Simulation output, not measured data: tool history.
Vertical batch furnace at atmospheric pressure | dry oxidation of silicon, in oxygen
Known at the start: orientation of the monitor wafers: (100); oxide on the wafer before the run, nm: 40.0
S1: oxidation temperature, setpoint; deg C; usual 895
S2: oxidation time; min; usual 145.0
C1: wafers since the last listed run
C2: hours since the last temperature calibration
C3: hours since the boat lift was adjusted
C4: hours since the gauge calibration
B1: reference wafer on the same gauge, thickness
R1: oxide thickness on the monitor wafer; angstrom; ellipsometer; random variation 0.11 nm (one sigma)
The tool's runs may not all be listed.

run	hour	S1	S2	C1	C2	C3	C4	B1	R1
1	0.0	895	145.0	0	3574.3	4040.0	666.8	48.95	610.2
2	52.5	885	145.0	430	3626.8	4092.5	719.3	49.07	578.3
3	98.0	885	145.0	373	3672.3	4138.0	764.8	48.96	579.2
4	161.9	895	145.0	524	3736.2	4201.9	828.7	48.98	607.3
5	195.8	895	145.0	278	3770.1	4235.8	862.6	49.03	609.7
6	226.8	895	199.5	254	3801.1	4266.8	893.6	49.03	683.1
7	275.1	895	145.0	396	3849.4	4315.1	941.9	49.04	608.3
8	314.9	911	145.0	326	3889.2	4354.9	981.7	49.02	667.0
9	451.8	895	183.5	1123	4026.1	4491.8	1118.6	48.99	661.7
10	476.7	895	183.5	204	4051.0	4516.7	1143.5	48.99	659.7
# hour 486.2: gauge calibrated
11	540.0	895	145.0	519	4114.3	4580.0	53.8	48.97	609.2
# hour 565.6: thermocouples replaced and temperature profile calibrated
12	584.7	895	145.0	169	19.1	4624.7	98.5	48.98	593.2
13	630.8	902	145.0	378	65.2	4670.8	144.6	49.00	614.4
14	696.2	909	188.5	536	130.6	4736.2	210.0	48.97	706.2
# hour 723.6: boat lift adjusted
15	738.7	904	145.0	151	173.1	15.1	252.5	48.97	621.8
16	835.6	909	84.0	795	270.0	112.0	349.4	48.99	542.9
17	862.0	912	188.0	216	296.4	138.4	375.8	49.03	721.0
18	967.9	876	177.0	868	402.3	244.3	481.7	48.97	575.7
19	1018.4	895	203.0	414	452.8	294.8	532.2	48.99	665.4
20	1081.8	911	117.5	520	516.2	358.2	595.6	49.00	604.6
21	1112.3	881	73.5	250	546.7	388.7	626.1	49.02	481.8
22	1181.9	873	216.5	571	616.3	458.3	695.7	49.05	603.4
23	1218.7	895	145.0	301	653.1	495.1	732.5	49.02	595.7
24	1278.5	880	183.0	490	712.9	554.9	792.3	48.95	594.3
25	1329.5	895	145.0	418	763.9	605.9	843.3	49.04	597.2
26	1398.9	895	199.5	569	833.3	675.3	912.7	49.01	663.6

Forecast each of these 5 alternatives for the next run:
A	1405.2	895	201.0	51	839.6	681.6	919.0	?	?
B	1405.2	895	95.0	51	839.6	681.6	919.0	?	?
C	1405.2	913	208.5	51	839.6	681.6	919.0	?	?
D	1405.2	916	145.0	51	839.6	681.6	919.0	?	?
E	1405.2	882	205.0	51	839.6	681.6	919.0	?	?

run	B1	R1
A	48.99	667.2
B	48.99	531.6
C	48.99	759.4
D	48.99	668.6
E	48.99	623.3
Without the tool's hidden state the same runs would have given:
run	R1
A	661.8
B	528.9
C	752.5
D	663.4
E	618.7
